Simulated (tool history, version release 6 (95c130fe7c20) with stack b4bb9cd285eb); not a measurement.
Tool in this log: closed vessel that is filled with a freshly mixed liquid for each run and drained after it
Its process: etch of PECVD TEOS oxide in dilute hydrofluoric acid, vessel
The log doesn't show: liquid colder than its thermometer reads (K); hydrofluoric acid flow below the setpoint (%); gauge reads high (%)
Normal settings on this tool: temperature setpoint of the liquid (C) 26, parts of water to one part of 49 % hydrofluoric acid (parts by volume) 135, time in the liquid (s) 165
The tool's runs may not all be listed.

run	hour	temperature setpoint of the liquid (C)	parts of water to one part of 49 % hydrofluoric acid (parts by volume)	time in the liquid (s)	wafers since the last listed run	hours since the thermometer was replaced	hours since the hydrofluoric acid flow meter was replaced	hours since the gauge calibration	read-back film thickness of the PECVD TEOS oxide reference wafer, read on the same gauge (nm)	thickness taken off the PECVD TEOS oxide on a monitor wafer (angstrom)
1	0	26	135	165	0	728.7	2004.8	201.9	49.99	223.1
2	15.2	26	135	165	1423	743.9	2020	217.1	49.97	222.5
3	29.9	26	100	165	1376	758.6	2034.7	231.8	50	315.4
# hour 33.4: gauge calibrated
4	44.3	26	100	165	1348	773	2049.1	10.9	49.96	315.5
5	53.1	26	135	165	823	781.8	2057.9	19.7	50	222.3
6	63.8	26	135	165	1001	792.5	2068.6	30.4	50.01	220.6
7	70.7	26	135	165	646	799.4	2075.5	37.3	50	219.4
8	79	26	135	165	777	807.7	2083.8	45.6	50.02	218.9
9	94.8	26	135	165	1479	823.5	2099.6	61.4	49.97	219.9
10	108	26	135	165	1235	836.7	2112.8	74.6	49.97	219.1
11	117.7	26	135	165	908	846.4	2122.5	84.3	49.98	220.9
12	155	26	135	165	3492	883.7	2159.8	121.6	50.01	214.5
13	162	26	135	165	655	890.7	2166.8	128.6	50.02	216.7
14	173.6	24	160	165	1086	902.3	2178.4	140.2	49.99	164.6
15	186.1	26	190	255	1170	914.8	2190.9	152.7	49.98	223.2
16	200.8	24	100	165	1376	929.5	2205.6	167.4	49.99	281.7
# hour 219.3: thermometer replaced
17	239.9	26	135	165	3567	20.6	2244.7	206.5	49.99	224.7
# hour 251.9: hydrofluoric acid flow meter replaced
18	253.1	26	135	165	1142	33.8	1.2	219.7	50.01	260.2
19	261.1	23.5	135	165	749	41.8	9.2	227.7	49.98	239.7
# hour 269.7: gauge calibrated
20	274.7	26	135	165	1273	55.4	22.8	5	49.99	259.8
21	285	30.5	100	125	964	65.7	33.1	15.3	50	330.4
22	296.3	29.5	105	110	1058	77	44.4	26.6	49.98	265.1
23	307.2	26	75	100	1020	87.9	55.3	37.5	50.01	307.4
24	319.5	23.5	175	75	1151	100.2	67.6	49.8	50.02	79.2
25	334.5	26	160	65	1404	115.2	82.6	64.8	50	83.4
26	348.9	27.5	85	110	1348	129.6	97	79.2	50.02	309.9
27	360.1	21	105	130	1048	140.8	108.2	90.4	49.99	222.6

Each row is a separate what-if for the run after 27, all from the same tool condition, not one after another. Results?
A	360.8	26	135	200	65	141.5	108.9	91.1	?	?
B	360.8	29	105	165	65	141.5	108.9	91.1	?	?
C	360.8	29.5	135	165	65	141.5	108.9	91.1	?	?

run	read-back film thickness of the PECVD TEOS oxide reference wafer, read on the same gauge (nm)	thickness taken off the PECVD TEOS oxide on a monitor wafer (angstrom)
A	50	314.5
B	50	388.7
C	50	295.7
Take away the tool's hidden state, keep each run's random variation, and the runs would have read:
run	thickness taken off the PECVD TEOS oxide on a monitor wafer (angstrom)
A	334.5
B	413.1
C	314.3

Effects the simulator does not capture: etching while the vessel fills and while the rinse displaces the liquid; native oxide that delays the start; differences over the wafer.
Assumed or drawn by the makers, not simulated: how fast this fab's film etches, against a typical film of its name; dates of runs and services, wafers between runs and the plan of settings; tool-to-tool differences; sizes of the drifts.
